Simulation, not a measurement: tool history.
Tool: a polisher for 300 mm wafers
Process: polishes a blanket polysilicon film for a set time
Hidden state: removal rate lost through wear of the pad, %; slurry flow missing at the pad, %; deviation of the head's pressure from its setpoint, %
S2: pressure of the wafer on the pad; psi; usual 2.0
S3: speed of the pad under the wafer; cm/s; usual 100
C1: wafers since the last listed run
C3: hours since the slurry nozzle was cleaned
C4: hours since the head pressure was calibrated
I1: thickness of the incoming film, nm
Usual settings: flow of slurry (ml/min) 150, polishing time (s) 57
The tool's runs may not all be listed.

{"run": 1, "day": 0.0, "flow of slurry (ml/min)": 150, "S2": 2.0, "S3": 100, "polishing time (s)": 57, "C1": 0, "wafers polished on this pad": 572, "C3": 136.0, "C4": 1029.6, "I1": 2092.3, "film removed (Å)": 3587}
{"run": 2, "day": 0.625, "flow of slurry (ml/min)": 150, "S2": 2.0, "S3": 100, "polishing time (s)": 57, "C1": 140, "wafers polished on this pad": 712, "C3": 151.0, "C4": 1044.6, "I1": 2131.1, "film removed (Å)": 3594}
{"run": 3, "day": 1.017, "flow of slurry (ml/min)": 150, "S2": 2.0, "S3": 100, "polishing time (s)": 57, "C1": 88, "wafers polished on this pad": 801, "C3": 160.4, "C4": 1054.0, "I1": 2087.1, "film removed (Å)": 3535}
{"run": 4, "day": 1.354, "flow of slurry (ml/min)": 150, "S2": 2.0, "S3": 100, "polishing time (s)": 57, "C1": 75, "wafers polished on this pad": 877, "C3": 168.5, "C4": 1062.1, "I1": 2146.7, "film removed (Å)": 3573}
{"day": 1.871, "done": "worn pad replaced by a new one"}
{"run": 5, "day": 1.892, "flow of slurry (ml/min)": 150, "S2": 1.7, "S3": 84, "polishing time (s)": 57, "C1": 83, "wafers polished on this pad": 4, "C3": 181.4, "C4": 1075.0, "I1": 2089.8, "film removed (Å)": 2702}
{"run": 6, "day": 2.008, "flow of slurry (ml/min)": 150, "S2": 1.7, "S3": 84, "polishing time (s)": 57, "C1": 26, "wafers polished on this pad": 30, "C3": 184.2, "C4": 1077.8, "I1": 2088.2, "film removed (Å)": 2737}
{"run": 7, "day": 2.6, "flow of slurry (ml/min)": 150, "S2": 2.0, "S3": 90, "polishing time (s)": 45, "C1": 133, "wafers polished on this pad": 164, "C3": 198.4, "C4": 1092.0, "I1": 2140.8, "film removed (Å)": 2617}
{"run": 8, "day": 4.138, "flow of slurry (ml/min)": 150, "S2": 2.0, "S3": 90, "polishing time (s)": 45, "C1": 345, "wafers polished on this pad": 509, "C3": 235.3, "C4": 1128.9, "I1": 2106.7, "film removed (Å)": 2634}
{"run": 9, "day": 4.55, "flow of slurry (ml/min)": 150, "S2": 2.0, "S3": 72, "polishing time (s)": 69, "C1": 92, "wafers polished on this pad": 602, "C3": 245.2, "C4": 1138.8, "I1": 2091.6, "film removed (Å)": 3602}
{"run": 10, "day": 5.142, "flow of slurry (ml/min)": 150, "S2": 2.0, "S3": 100, "polishing time (s)": 57, "C1": 133, "wafers polished on this pad": 735, "C3": 259.4, "C4": 1153.0, "I1": 2077.3, "film removed (Å)": 3556}
{"run": 11, "day": 5.608, "flow of slurry (ml/min)": 150, "S2": 2.0, "S3": 100, "polishing time (s)": 57, "C1": 104, "wafers polished on this pad": 840, "C3": 270.6, "C4": 1164.2, "I1": 2087.7, "film removed (Å)": 3523}
{"run": 12, "day": 6.021, "flow of slurry (ml/min)": 150, "S2": 2.0, "S3": 86, "polishing time (s)": 57, "C1": 92, "wafers polished on this pad": 933, "C3": 280.5, "C4": 1174.1, "I1": 2087.2, "film removed (Å)": 3265}
{"day": 6.521, "done": "worn pad replaced by a new one"}
{"day": 6.538, "done": "slurry nozzle cleaned"}
{"run": 13, "day": 7.15, "flow of slurry (ml/min)": 150, "S2": 2.0, "S3": 86, "polishing time (s)": 57, "C1": 212, "wafers polished on this pad": 138, "C3": 14.7, "C4": 1201.2, "I1": 2100.5, "film removed (Å)": 3443}
{"run": 14, "day": 9.333, "flow of slurry (ml/min)": 150, "S2": 2.0, "S3": 86, "polishing time (s)": 57, "C1": 491, "wafers polished on this pad": 629, "C3": 67.1, "C4": 1253.6, "I1": 2086.8, "film removed (Å)": 3383}
{"run": 15, "day": 10.075, "flow of slurry (ml/min)": 150, "S2": 2.2, "S3": 100, "polishing time (s)": 50, "C1": 166, "wafers polished on this pad": 796, "C3": 84.9, "C4": 1271.4, "I1": 2132.4, "film removed (Å)": 3487}
{"run": 16, "day": 10.371, "flow of slurry (ml/min)": 150, "S2": 2.2, "S3": 100, "polishing time (s)": 50, "C1": 66, "wafers polished on this pad": 862, "C3": 92.0, "C4": 1278.5, "I1": 2105.1, "film removed (Å)": 3512}
{"run": 17, "day": 10.679, "flow of slurry (ml/min)": 150, "S2": 2.2, "S3": 100, "polishing time (s)": 50, "C1": 69, "wafers polished on this pad": 932, "C3": 99.4, "C4": 1285.9, "I1": 2130.2, "film removed (Å)": 3509}
{"day": 10.846, "done": "worn pad replaced by a new one"}
{"run": 18, "day": 11.083, "flow of slurry (ml/min)": 150, "S2": 2.0, "S3": 100, "polishing time (s)": 53, "C1": 53, "wafers polished on this pad": 53, "C3": 109.1, "C4": 1295.6, "I1": 2098.2, "film removed (Å)": 3385}
{"run": 19, "day": 11.583, "flow of slurry (ml/min)": 110, "S2": 2.0, "S3": 84, "polishing time (s)": 57, "C1": 112, "wafers polished on this pad": 165, "C3": 121.1, "C4": 1307.6, "I1": 2145.0, "film removed (Å)": 3140}
{"run": 20, "day": 12.333, "flow of slurry (ml/min)": 150, "S2": 2.5, "S3": 100, "polishing time (s)": 57, "C1": 168, "wafers polished on this pad": 334, "C3": 139.1, "C4": 1325.6, "I1": 2106.4, "film removed (Å)": 4455}
{"run": 21, "day": 12.725, "flow of slurry (ml/min)": 150, "S2": 2.0, "S3": 100, "polishing time (s)": 57, "C1": 88, "wafers polished on this pad": 422, "C3": 148.5, "C4": 1335.0, "I1": 2142.0, "film removed (Å)": 3500}
{"run": 22, "day": 13.317, "flow of slurry (ml/min)": 150, "S2": 2.6, "S3": 100, "polishing time (s)": 57, "C1": 133, "wafers polished on this pad": 555, "C3": 162.7, "C4": 1349.2, "I1": 2150.9, "film removed (Å)": 4584}
{"day": 13.562, "done": "head pressure recalibrated"}
{"run": 23, "day": 14.029, "flow of slurry (ml/min)": 150, "S2": 1.7, "S3": 116, "polishing time (s)": 57, "C1": 141, "wafers polished on this pad": 697, "C3": 179.8, "C4": 11.2, "I1": 2133.1, "film removed (Å)": 3364}
{"day": 14.421, "done": "worn pad replaced by a new one, of another model than before"}
{"run": 24, "day": 14.442, "flow of slurry (ml/min)": 195, "S2": 1.8, "S3": 100, "polishing time (s)": 45, "C1": 55, "wafers polished on this pad": 4, "C3": 189.7, "C4": 21.1, "I1": 2122.0, "film removed (Å)": 2806}
{"run": 25, "day": 14.667, "flow of slurry (ml/min)": 100, "S2": 2.3, "S3": 100, "polishing time (s)": 42, "C1": 50, "wafers polished on this pad": 55, "C3": 195.1, "C4": 26.5, "I1": 2091.6, "film removed (Å)": 2893}
{"run": 26, "day": 15.042, "flow of slurry (ml/min)": 150, "S2": 2.0, "S3": 100, "polishing time (s)": 57, "C1": 84, "wafers polished on this pad": 139, "C3": 204.1, "C4": 35.5, "I1": 2083.0, "film removed (Å)": 3619}
{"run": 27, "day": 15.596, "flow of slurry (ml/min)": 150, "S2": 2.0, "S3": 100, "polishing time (s)": 65, "C1": 124, "wafers polished on this pad": 264, "C3": 217.4, "C4": 48.8, "I1": 2092.9, "film removed (Å)": 4141}
{"run": 28, "day": 16.25, "flow of slurry (ml/min)": 175, "S2": 2.0, "S3": 100, "polishing time (s)": 47, "C1": 147, "wafers polished on this pad": 411, "C3": 233.1, "C4": 64.5, "I1": 2128.3, "film removed (Å)": 3026}
{"run": 29, "day": 16.654, "flow of slurry (ml/min)": 190, "S2": 2.6, "S3": 114, "polishing time (s)": 63, "C1": 90, "wafers polished on this pad": 502, "C3": 242.8, "C4": 74.2, "I1": 2118.5, "film removed (Å)": 5202}
{"run": 30, "day": 17.35, "flow of slurry (ml/min)": 150, "S2": 2.4, "S3": 100, "polishing time (s)": 57, "C1": 156, "wafers polished on this pad": 658, "C3": 259.5, "C4": 90.9, "I1": 2127.9, "film removed (Å)": 4264}
{"run": 31, "day": 17.842, "flow of slurry (ml/min)": 190, "S2": 2.3, "S3": 132, "polishing time (s)": 57, "C1": 110, "wafers polished on this pad": 769, "C3": 271.3, "C4": 102.7, "I1": 2134.9, "film removed (Å)": 4817}
{"run": 32, "day": 18.321, "flow of slurry (ml/min)": 100, "S2": 2.5, "S3": 100, "polishing time (s)": 57, "C1": 107, "wafers polished on this pad": 877, "C3": 282.8, "C4": 114.2, "I1": 2135.1, "film removed (Å)": 4098}
{"day": 18.746, "done": "worn pad replaced by a new one"}
{"run": 33, "day": 18.996, "flow of slurry (ml/min)": 125, "S2": 2.0, "S3": 100, "polishing time (s)": 57, "C1": 114, "wafers polished on this pad": 56, "C3": 299.0, "C4": 130.4, "I1": 2147.0, "film removed (Å)": 3574}
{"run": 34, "day": 19.654, "flow of slurry (ml/min)": 150, "S2": 2.4, "S3": 90, "polishing time (s)": 57, "C1": 148, "wafers polished on this pad": 204, "C3": 314.8, "C4": 146.2, "I1": 2109.5, "film removed (Å)": 3974}
{"run": 35, "day": 20.342, "flow of slurry (ml/min)": 150, "S2": 1.4, "S3": 100, "polishing time (s)": 57, "C1": 154, "wafers polished on this pad": 358, "C3": 331.3, "C4": 162.7, "I1": 2121.8, "film removed (Å)": 2876}
{"run": 36, "day": 20.662, "flow of slurry (ml/min)": 150, "S2": 2.0, "S3": 100, "polishing time (s)": 57, "C1": 72, "wafers polished on this pad": 431, "C3": 339.0, "C4": 170.4, "I1": 2101.1, "film removed (Å)": 3696}

Measured less the same run without the tool's hidden state. The same run-to-run variation is in both; the gauge's scatter may not be:
run=1 film_removed_(Å)=-145
run=2 film_removed_(Å)=-154
run=3 film_removed_(Å)=-157
run=4 film_removed_(Å)=-162
run=5 film_removed_(Å)=-127
run=6 film_removed_(Å)=-130
run=7 film_removed_(Å)=-128
run=8 film_removed_(Å)=-137
run=9 film_removed_(Å)=-190
run=10 film_removed_(Å)=-190
run=11 film_removed_(Å)=-191
run=12 film_removed_(Å)=-179
run=13 film_removed_(Å)=-22
run=14 film_removed_(Å)=-83
run=15 film_removed_(Å)=-102
run=16 film_removed_(Å)=-109
run=17 film_removed_(Å)=-116
run=18 film_removed_(Å)=-119
run=19 film_removed_(Å)=-138
run=20 film_removed_(Å)=-181
run=21 film_removed_(Å)=-148
run=22 film_removed_(Å)=-204
run=23 film_removed_(Å)=-157
run=24 film_removed_(Å)=-56
run=25 film_removed_(Å)=-71
run=26 film_removed_(Å)=-81
run=27 film_removed_(Å)=-95
run=28 film_removed_(Å)=-68
run=29 film_removed_(Å)=-115
run=30 film_removed_(Å)=-102
run=31 film_removed_(Å)=-109
run=32 film_removed_(Å)=-112
run=33 film_removed_(Å)=-93
run=34 film_removed_(Å)=-100
run=35 film_removed_(Å)=-72
run=36 film_removed_(Å)=-94

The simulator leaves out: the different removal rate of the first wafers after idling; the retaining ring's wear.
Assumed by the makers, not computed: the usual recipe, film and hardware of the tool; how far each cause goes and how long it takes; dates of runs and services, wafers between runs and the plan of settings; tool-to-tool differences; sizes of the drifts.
